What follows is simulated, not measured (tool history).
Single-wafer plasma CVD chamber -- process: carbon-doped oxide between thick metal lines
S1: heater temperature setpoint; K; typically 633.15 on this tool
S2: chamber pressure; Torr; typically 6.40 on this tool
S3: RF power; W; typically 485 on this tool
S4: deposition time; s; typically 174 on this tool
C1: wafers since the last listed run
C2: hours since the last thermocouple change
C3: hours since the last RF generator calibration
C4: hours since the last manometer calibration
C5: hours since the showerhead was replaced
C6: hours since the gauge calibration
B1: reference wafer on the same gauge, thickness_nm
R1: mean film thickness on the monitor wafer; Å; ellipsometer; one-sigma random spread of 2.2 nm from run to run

run,hour,S1,S2,S3,S4,C1,C2,C3,C4,C5,C6,B1,R1
1,0.0,639.15,6.40,485,174,0,734.5,853.7,414.1,7230.4,885.2,860.827,8588.65
2,34.1,639.15,6.40,485,174,449,768.6,887.8,448.2,7264.5,919.3,861.071,8587.38
3,65.9,633.15,6.40,510,192,419,800.4,919.6,480.0,7296.3,951.1,860.913,9901.21
4,131.7,633.15,6.40,510,192,868,866.2,985.4,545.8,7362.1,1016.9,860.418,9896.81
5,157.2,633.15,6.40,510,192,336,891.7,1010.9,571.3,7387.6,1042.4,861.246,9894.74
6,200.5,633.15,6.40,485,174,571,935.0,1054.2,614.6,7430.9,1085.7,861.234,8701.71
7,262.0,633.15,6.40,485,174,811,996.5,1115.7,676.1,7492.4,1147.2,860.801,8686.52
8,328.9,633.15,6.40,485,174,882,1063.4,1182.6,743.0,7559.3,1214.1,860.625,8660.60
# hour 362.5: capacitance manometer re-zeroed and calibrated
9,363.0,633.15,5.88,485,174,344,1097.5,1216.7,0.5,7593.4,1248.2,860.655,8594.23
10,417.4,633.15,5.88,485,174,717,1151.9,1271.1,54.9,7647.8,1302.6,860.960,8564.48
# hour 483.3: thermocouple changed; heater temperature recalibrated
11,483.8,633.15,5.88,485,174,770,0.5,1337.5,121.3,7714.2,1369.0,861.060,8551.13
# hour 506.6: gauge calibrated
12,539.6,637.15,6.40,485,174,736,56.3,1393.3,177.1,7770.0,33.0,861.156,8549.86
13,604.0,637.15,6.40,485,174,849,120.7,1457.7,241.5,7834.4,97.4,860.842,8556.86
14,628.1,637.15,6.40,485,174,317,144.8,1481.8,265.6,7858.5,121.5,861.308,8534.26
15,662.9,637.15,6.40,485,174,459,179.6,1516.6,300.4,7893.3,156.3,861.268,8526.10
16,689.5,625.15,7.73,575,174,350,206.2,1543.2,327.0,7919.9,182.9,861.342,9948.11
17,759.4,620.15,7.58,485,174,922,276.1,1613.1,396.9,7989.8,252.8,860.801,9041.13
18,797.7,644.15,5.58,460,174,505,314.4,1651.4,435.2,8028.1,291.1,861.095,7907.42
# hour 1009.0: RF generator calibrated
19,1009.5,633.15,6.40,485,174,2688,526.2,0.5,647.0,8239.9,502.9,861.246,8803.72
# hour 1025.2: showerhead replaced
20,1074.9,622.15,6.40,410,174,757,591.6,65.9,712.4,49.7,568.3,861.524,8059.29
21,1134.7,633.15,7.49,485,174,788,651.4,125.7,772.2,109.5,628.1,861.501,8969.51
# hour 1146.3: capacitance manometer re-zeroed and calibrated
22,1205.9,633.15,6.40,485,174,833,722.6,196.9,59.6,180.7,699.3,860.872,8788.06
23,1235.7,633.15,6.89,485,155,393,752.4,226.7,89.4,210.5,729.1,860.972,7884.74
24,1263.3,633.15,6.40,485,174,364,780.0,254.3,117.0,238.1,756.7,860.970,8753.27
25,1294.8,642.15,7.29,485,174,415,811.5,285.8,148.5,269.6,788.2,860.982,8725.18
26,1427.5,633.15,6.40,485,174,1750,944.2,418.5,281.2,402.3,920.9,861.145,8761.88
27,1453.0,620.15,7.00,485,146,336,969.7,444.0,306.7,427.8,946.4,860.760,7675.45
28,1477.1,620.15,7.08,485,157,317,993.8,468.1,330.8,451.9,970.5,860.751,8237.30

Branching from run 28: 3 alternative next runs. What would each branch give?
A,1477.5,633.15,6.40,575,174,5,994.2,468.5,331.2,452.3,970.9,?,?
B,1477.5,633.15,6.40,460,186,5,994.2,468.5,331.2,452.3,970.9,?,?
C,1477.5,633.15,6.40,485,147,5,994.2,468.5,331.2,452.3,970.9,?,?

run,B1,R1
A,861.079,9672.86
B,861.079,9020.49
C,861.079,7372.86
Take away the tool's hidden state, keep each run's random variation, and the runs would have read:
run,R1
A,9726.79
B,9073.54
C,7416.22
